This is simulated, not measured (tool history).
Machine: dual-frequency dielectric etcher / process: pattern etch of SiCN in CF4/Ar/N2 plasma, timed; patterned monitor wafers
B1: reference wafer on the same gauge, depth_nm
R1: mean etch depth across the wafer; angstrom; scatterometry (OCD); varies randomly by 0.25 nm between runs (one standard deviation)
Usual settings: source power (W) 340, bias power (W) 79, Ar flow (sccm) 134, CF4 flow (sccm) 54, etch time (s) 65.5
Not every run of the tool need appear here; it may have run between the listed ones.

{"run": 1, "hour": 0.0, "source power (W)": 340, "bias power (W)": 79, "Ar flow (sccm)": 134, "CF4 flow (sccm)": 54, "etch time (s)": 65.5, "B1": 33.44, "R1": 380.9}
{"run": 2, "hour": 9.1, "source power (W)": 300, "bias power (W)": 79, "Ar flow (sccm)": 134, "CF4 flow (sccm)": 60, "etch time (s)": 65.5, "B1": 33.52, "R1": 360.1}
{"hour": 16.2, "done": "gauge calibrated"}
{"hour": 25.4, "done": "Ar flow controller replaced"}
{"run": 3, "hour": 25.9, "source power (W)": 340, "bias power (W)": 79, "Ar flow (sccm)": 134, "CF4 flow (sccm)": 54, "etch time (s)": 65.5, "B1": 33.49, "R1": 378.5}
{"run": 4, "hour": 33.7, "source power (W)": 340, "bias power (W)": 79, "Ar flow (sccm)": 134, "CF4 flow (sccm)": 54, "etch time (s)": 65.5, "B1": 33.44, "R1": 379.6}
{"run": 5, "hour": 49.2, "source power (W)": 340, "bias power (W)": 72, "Ar flow (sccm)": 134, "CF4 flow (sccm)": 54, "etch time (s)": 65.5, "B1": 33.5, "R1": 371.1}
{"run": 6, "hour": 58.5, "source power (W)": 340, "bias power (W)": 72, "Ar flow (sccm)": 134, "CF4 flow (sccm)": 54, "etch time (s)": 65.5, "B1": 33.49, "R1": 373.3}
{"run": 7, "hour": 65.7, "source power (W)": 390, "bias power (W)": 79, "Ar flow (sccm)": 125, "CF4 flow (sccm)": 54, "etch time (s)": 65.5, "B1": 33.53, "R1": 427.6}
{"hour": 70.9, "done": "source power generator calibrated"}
{"run": 8, "hour": 72.7, "source power (W)": 340, "bias power (W)": 90, "Ar flow (sccm)": 115, "CF4 flow (sccm)": 54, "etch time (s)": 65.5, "B1": 33.48, "R1": 400.8}
{"hour": 103.2, "done": "bias power generator calibrated"}
{"hour": 105.3, "done": "CF4 flow controller replaced"}
{"hour": 107.2, "done": "wet clean of the chamber"}
{"run": 9, "hour": 107.7, "source power (W)": 340, "bias power (W)": 79, "Ar flow (sccm)": 134, "CF4 flow (sccm)": 54, "etch time (s)": 65.5, "B1": 33.46, "R1": 368.6}
{"run": 10, "hour": 108.0, "source power (W)": 340, "bias power (W)": 90, "Ar flow (sccm)": 134, "CF4 flow (sccm)": 54, "etch time (s)": 65.5, "B1": 33.53, "R1": 378.0}
{"run": 11, "hour": 108.4, "source power (W)": 340, "bias power (W)": 79, "Ar flow (sccm)": 134, "CF4 flow (sccm)": 54, "etch time (s)": 65.5, "B1": 33.48, "R1": 367.4}
{"hour": 133.5, "done": "upper electrode replaced"}
{"run": 12, "hour": 134.0, "source power (W)": 400, "bias power (W)": 79, "Ar flow (sccm)": 134, "CF4 flow (sccm)": 62, "etch time (s)": 65.5, "B1": 33.5, "R1": 421.2}
{"run": 13, "hour": 134.3, "source power (W)": 300, "bias power (W)": 79, "Ar flow (sccm)": 109, "CF4 flow (sccm)": 45, "etch time (s)": 65.5, "B1": 33.5, "R1": 329.8}
{"run": 14, "hour": 145.4, "source power (W)": 400, "bias power (W)": 79, "Ar flow (sccm)": 134, "CF4 flow (sccm)": 62, "etch time (s)": 65.5, "B1": 33.55, "R1": 427.0}
{"hour": 170.7, "done": "wet clean of the chamber, repeated, since the last time left the tool worse"}
{"run": 15, "hour": 171.2, "source power (W)": 340, "bias power (W)": 79, "Ar flow (sccm)": 134, "CF4 flow (sccm)": 54, "etch time (s)": 65.5, "B1": 33.51, "R1": 393.0}
{"run": 16, "hour": 173.9, "source power (W)": 400, "bias power (W)": 79, "Ar flow (sccm)": 157, "CF4 flow (sccm)": 58, "etch time (s)": 65.5, "B1": 33.55, "R1": 436.7}
{"run": 17, "hour": 183.7, "source power (W)": 340, "bias power (W)": 79, "Ar flow (sccm)": 134, "CF4 flow (sccm)": 54, "etch time (s)": 65.5, "B1": 33.52, "R1": 389.3}
{"run": 18, "hour": 194.3, "source power (W)": 340, "bias power (W)": 72, "Ar flow (sccm)": 134, "CF4 flow (sccm)": 54, "etch time (s)": 65.5, "B1": 33.51, "R1": 380.3}

What does the tool deliver on the next run?
{"run": 19, "hour": 201.6, "source power (W)": 340, "bias power (W)": 94, "Ar flow (sccm)": 134, "CF4 flow (sccm)": 44, "etch time (s)": 65.5, "B1": "?", "R1": "?"}

Run 19 gave B1 33.49, R1 386.5 angstrom.
Without the tool's hidden state the same run would have given R1 389.5 angstrom.

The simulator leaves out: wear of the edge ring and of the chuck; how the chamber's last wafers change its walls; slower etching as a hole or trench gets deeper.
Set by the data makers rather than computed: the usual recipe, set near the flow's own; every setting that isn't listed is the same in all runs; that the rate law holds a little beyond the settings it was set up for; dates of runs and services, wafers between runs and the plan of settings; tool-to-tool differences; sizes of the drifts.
